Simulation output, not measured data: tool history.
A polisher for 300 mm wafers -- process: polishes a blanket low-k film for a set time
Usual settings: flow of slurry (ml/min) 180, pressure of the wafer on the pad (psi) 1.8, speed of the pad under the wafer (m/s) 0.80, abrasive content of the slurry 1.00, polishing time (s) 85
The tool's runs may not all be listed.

run,hour,flow of slurry (ml/min),pressure of the wafer on the pad (psi),speed of the pad under the wafer (m/s),abrasive content of the slurry,polishing time (s),wafers since the last listed run,wafers polished on this pad,hours since the slurry nozzle was cleaned,hours since the head pressure was calibrated,hours since the slurry blender was calibrated,hours since the conditioning disc was replaced,"incoming thickness of the incoming film, nm",film removed (angstrom)
1,0.0,180,2.1,0.80,1.00,85,0,255,278.6,963.5,97.3,352.8,506.6,246
2,10.8,180,2.1,0.80,1.00,85,90,345,289.4,974.3,108.1,363.6,512.3,246
3,21.8,180,2.1,0.80,1.00,85,91,437,300.4,985.3,119.1,374.6,518.5,246
4,31.0,180,1.8,0.80,0.80,85,76,513,309.6,994.5,128.3,383.8,510.6,177
5,42.0,180,1.8,0.80,0.80,85,91,605,320.6,1005.5,139.3,394.8,510.8,174
6,48.7,180,1.8,0.80,0.80,85,55,661,327.3,1012.2,146.0,401.5,506.6,175
# hour 53.2: head pressure recalibrated
# hour 55.4: worn pad replaced by a new one
7,56.2,180,1.8,0.58,1.00,85,27,6,334.8,3.0,153.5,409.0,504.8,160
# hour 70.1: slurry blender recalibrated
8,73.0,180,1.8,0.58,1.00,85,123,129,351.6,19.8,2.9,425.8,510.1,160
# hour 79.5: slurry nozzle cleaned
9,90.2,180,1.8,0.80,1.00,85,135,265,10.7,37.0,20.1,443.0,507.4,222
10,103.6,180,1.3,1.02,0.90,111,111,376,24.1,50.4,33.5,456.4,500.6,236
# hour 114.9: conditioning disc replaced and pad reconditioned
11,117.2,180,2.1,0.90,1.25,63,96,473,37.7,64.0,47.1,2.3,504.5,237
# hour 122.5: worn pad replaced by a new one
12,128.0,180,1.8,0.80,1.00,85,56,45,48.5,74.8,57.9,13.1,513.4,223
13,144.3,180,1.8,0.80,1.00,85,135,181,64.8,91.1,74.2,29.4,513.7,222
14,157.9,180,1.8,0.80,0.75,59,113,295,78.4,104.7,87.8,43.0,513.9,120
15,170.3,140,1.4,0.80,1.00,67,103,398,90.8,117.1,100.2,55.4,515.7,129
16,176.9,120,1.8,0.80,1.15,85,55,453,97.4,123.7,106.8,62.0,501.4,219

Here are 4 independent what-if runs from the current tool condition. What would each one return?
A,177.4,180,1.8,0.80,1.00,85,4,457,97.9,124.2,107.3,62.5,508.4,?
B,177.4,160,1.8,0.80,1.00,64,4,457,97.9,124.2,107.3,62.5,508.4,?
C,177.4,135,1.8,0.80,1.20,85,4,457,97.9,124.2,107.3,62.5,508.4,?
D,177.4,130,2.2,0.96,1.00,112,4,457,97.9,124.2,107.3,62.5,508.4,?

run,film removed (angstrom)
A,220
B,162
C,232
D,384
Take away the tool's hidden state, keep each run's random variation, and the runs would have read:
run,film removed (angstrom)
A,221
B,163
C,234
D,387
